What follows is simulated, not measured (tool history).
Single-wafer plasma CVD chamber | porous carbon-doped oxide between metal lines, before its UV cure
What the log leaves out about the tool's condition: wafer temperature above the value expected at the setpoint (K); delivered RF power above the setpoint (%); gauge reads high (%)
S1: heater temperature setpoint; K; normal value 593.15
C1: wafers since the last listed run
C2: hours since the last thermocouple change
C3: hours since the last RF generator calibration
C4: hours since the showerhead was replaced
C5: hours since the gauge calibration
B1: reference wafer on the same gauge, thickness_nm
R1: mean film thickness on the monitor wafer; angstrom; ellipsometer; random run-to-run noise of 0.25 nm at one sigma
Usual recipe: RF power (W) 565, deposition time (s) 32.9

run 1 hour=0 | S1=593.15 RF_power_(W)=565 deposition_time_(s)=32.9 | C1=0 C2=2193.1 C3=2271.7 C4=6204.5 C5=154.2 | B1=146.944 | R1=1654.05
-- hour=2.9 gauge calibrated
run 2 hour=12.5 | S1=593.15 RF_power_(W)=620 deposition_time_(s)=32.9 | C1=323 C2=2205.6 C3=2284.2 C4=6217 C5=9.6 | B1=145.969 | R1=1711.07
run 3 hour=48 | S1=593.15 RF_power_(W)=565 deposition_time_(s)=32.9 | C1=919 C2=2241.1 C3=2319.7 C4=6252.5 C5=45.1 | B1=146.379 | R1=1648.79
run 4 hour=54.5 | S1=593.15 RF_power_(W)=565 deposition_time_(s)=32.9 | C1=168 C2=2247.6 C3=2326.2 C4=6259 C5=51.6 | B1=146.459 | R1=1652.69
run 5 hour=63.2 | S1=593.15 RF_power_(W)=565 deposition_time_(s)=36.3 | C1=225 C2=2256.3 C3=2334.9 C4=6267.7 C5=60.3 | B1=146.495 | R1=1819.79
-- hour=78.2 RF generator calibrated
run 6 hour=85.5 | S1=593.15 RF_power_(W)=565 deposition_time_(s)=36.3 | C1=370 C2=2278.6 C3=7.3 C4=6290 C5=82.6 | B1=146.474 | R1=1815.82
run 7 hour=91.8 | S1=593.15 RF_power_(W)=565 deposition_time_(s)=36.3 | C1=163 C2=2284.9 C3=13.6 C4=6296.3 C5=88.9 | B1=146.724 | R1=1817.56
run 8 hour=102.3 | S1=593.15 RF_power_(W)=565 deposition_time_(s)=32.9 | C1=271 C2=2295.4 C3=24.1 C4=6306.8 C5=99.4 | B1=146.778 | R1=1650.28
run 9 hour=115.7 | S1=593.15 RF_power_(W)=565 deposition_time_(s)=32.9 | C1=347 C2=2308.8 C3=37.5 C4=6320.2 C5=112.8 | B1=146.701 | R1=1652.29
run 10 hour=121.9 | S1=593.15 RF_power_(W)=605 deposition_time_(s)=28.2 | C1=160 C2=2315 C3=43.7 C4=6326.4 C5=119 | B1=146.689 | R1=1466.2
-- hour=130.9 gauge calibrated
run 11 hour=132.2 | S1=593.15 RF_power_(W)=565 deposition_time_(s)=32.9 | C1=266 C2=2325.3 C3=54 C4=6336.7 C5=1.3 | B1=146.021 | R1=1641.89
-- hour=148.1 thermocouple changed; heater temperature recalibrated
run 12 hour=148.6 | S1=593.15 RF_power_(W)=485 deposition_time_(s)=26.5 | C1=217 C2=0.5 C3=70.4 C4=6353.1 C5=17.7 | B1=146.347 | R1=1257.07
-- hour=175.2 showerhead replaced
run 13 hour=190.4 | S1=585.15 RF_power_(W)=565 deposition_time_(s)=38 | C1=875 C2=42.3 C3=112.2 C4=15.2 C5=59.5 | B1=146.58 | R1=1983.11
run 14 hour=202.7 | S1=593.15 RF_power_(W)=565 deposition_time_(s)=32.9 | C1=318 C2=54.6 C3=124.5 C4=27.5 C5=71.8 | B1=146.818 | R1=1655.02
run 15 hour=217.4 | S1=599.15 RF_power_(W)=565 deposition_time_(s)=32.9 | C1=380 C2=69.3 C3=139.2 C4=42.2 C5=86.5 | B1=146.859 | R1=1605.83
run 16 hour=235 | S1=587.15 RF_power_(W)=625 deposition_time_(s)=39.1 | C1=455 C2=86.9 C3=156.8 C4=59.8 C5=104.1 | B1=146.81 | R1=2110.36
run 17 hour=241.4 | S1=589.15 RF_power_(W)=565 deposition_time_(s)=32.9 | C1=165 C2=93.3 C3=163.2 C4=66.2 C5=110.5 | B1=146.796 | R1=1685.37
run 18 hour=248 | S1=579.15 RF_power_(W)=605 deposition_time_(s)=31.1 | C1=170 C2=99.9 C3=169.8 C4=72.8 C5=117.1 | B1=146.778 | R1=1730.61

Hidden state at the last listed run before each entry between runs and at the first one after, where it differs:
Between runs 1 and 2: gauge calibrated (hour 2.9)
  gauge reads high (%): 0.652 -> 0.00275
  measured less the result without the state, R1: +10.72 -> +0.05 angstrom
Between runs 5 and 6: RF generator calibrated (hour 78.2)
  gauge reads high (%): 0.334 -> 0.402
  measured less the result without the state, R1: +6.06 -> +7.27 angstrom
Between runs 10 and 11: gauge calibrated (hour 130.9)
  gauge reads high (%): 0.464 -> 0.0322
  measured less the result without the state, R1: +6.77 -> +0.53 angstrom
Between runs 11 and 12: thermocouple changed; heater temperature recalibrated (hour 148.1)
  gauge reads high (%): 0.0322 -> 0.204
  measured less the result without the state, R1: +0.53 -> +2.56 angstrom
Between runs 12 and 13: showerhead replaced (hour 175.2)
  gauge reads high (%): 0.204 -> 0.455
  measured less the result without the state, R1: +2.56 -> +8.98 angstrom
